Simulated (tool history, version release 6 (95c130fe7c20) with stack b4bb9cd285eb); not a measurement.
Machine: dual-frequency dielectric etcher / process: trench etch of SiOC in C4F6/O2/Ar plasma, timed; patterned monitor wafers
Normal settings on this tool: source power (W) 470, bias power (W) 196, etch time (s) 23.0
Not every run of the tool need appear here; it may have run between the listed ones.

run	hour	source power (W)	bias power (W)	etch time (s)	wafers since the last listed run	hours since the last wet clean	hours since the last source power generator calibration	hours since the last bias power generator calibration	hours since the last upper electrode change	hours since the gauge calibration	read-back reference wafer on the same gauge, depth_nm	mean etch depth across the wafer (nm)
1	0.0	470	196	23.0	0	193.2	2993.7	2400.0	4469.5	1380.2	45.8	53.0
2	57.1	470	196	21.0	855	250.3	3050.8	2457.1	4526.6	1437.3	45.7	48.6
3	140.4	470	196	23.0	1248	333.6	3134.1	2540.4	4609.9	1520.6	45.9	53.0
4	244.3	470	196	23.0	1556	437.5	3238.0	2644.3	4713.8	1624.5	45.7	53.4
5	331.1	470	196	23.0	1300	524.3	3324.8	2731.1	4800.6	1711.3	45.8	53.9
6	414.4	470	160	23.0	1248	607.6	3408.1	2814.4	4883.9	1794.6	45.8	51.2
# hour 499.8: wet clean of the chamber
7	518.0	470	196	23.0	1192	18.2	3511.7	2918.0	4987.5	1898.2	45.7	52.8
# hour 520.9: gauge calibrated
# hour 649.8: bias power generator calibrated
8	754.2	470	196	23.0	3478	254.4	3747.9	104.4	5223.7	233.3	45.9	52.8
9	862.0	470	196	23.0	1615	362.2	3855.7	212.2	5331.5	341.1	45.7	53.4
10	920.5	470	196	23.0	876	420.7	3914.2	270.7	5390.0	399.6	45.9	53.4
11	996.3	470	196	23.0	1135	496.5	3990.0	346.5	5465.8	475.4	45.8	53.0
12	1079.3	470	196	23.0	1243	579.5	4073.0	429.5	5548.8	558.4	45.8	53.6
# hour 1152.3: wet clean of the chamber
# hour 1204.4: upper electrode replaced
13	1330.0	380	171	16.5	3036	177.7	4323.7	680.2	125.6	809.1	45.8	33.4
14	1370.5	470	196	16.5	606	218.2	4364.2	720.7	166.1	849.6	45.9	38.2
15	1412.8	580	151	23.0	633	260.5	4406.5	763.0	208.4	891.9	45.8	55.0
16	1508.8	470	231	17.0	1438	356.5	4502.5	859.0	304.4	987.9	45.9	41.0
17	1565.7	440	234	17.0	852	413.4	4559.4	915.9	361.3	1044.8	45.9	40.2
18	1627.3	470	196	23.0	922	475.0	4621.0	977.5	422.9	1106.4	45.8	53.2
# hour 1661.4: source power generator calibrated
# hour 1691.0: wet clean of the chamber
19	1732.1	400	209	23.0	1150	41.1	70.7	1082.3	527.7	1211.2	45.8	49.7
20	1813.3	420	196	23.0	1216	122.3	151.9	1163.5	608.9	1292.4	45.7	50.1
21	1892.6	510	217	26.0	1188	201.6	231.2	1242.8	688.2	1371.7	45.8	63.4
22	1995.7	470	163	26.0	1544	304.7	334.3	1345.9	791.3	1474.8	45.7	57.2
23	2047.4	420	196	23.0	774	356.4	386.0	1397.6	843.0	1526.5	45.8	51.1
24	2154.2	580	242	28.5	1600	463.2	492.8	1504.4	949.8	1633.3	45.7	76.9
25	2237.6	580	181	27.5	1249	546.6	576.2	1587.8	1033.2	1716.7	45.8	69.6
# hour 2279.2: wet clean of the chamber
26	2332.6	470	196	23.0	1063	53.4	671.2	1682.8	1128.2	1811.7	45.8	52.8
27	2386.5	510	238	20.5	807	107.3	725.1	1736.7	1182.1	1865.6	45.9	50.8

Predict the results of run 28:
28	2442.7	520	152	27.5	842	163.5	781.3	1792.9	1238.3	1921.8	?	?

Run 28 gave read-back reference wafer on the same gauge, depth_nm 45.7, mean etch depth across the wafer (nm) 62.2.
Were there no unlogged condition in the tool, this run, its random variation unchanged, would have produced mean etch depth across the wafer (nm) 61.9.

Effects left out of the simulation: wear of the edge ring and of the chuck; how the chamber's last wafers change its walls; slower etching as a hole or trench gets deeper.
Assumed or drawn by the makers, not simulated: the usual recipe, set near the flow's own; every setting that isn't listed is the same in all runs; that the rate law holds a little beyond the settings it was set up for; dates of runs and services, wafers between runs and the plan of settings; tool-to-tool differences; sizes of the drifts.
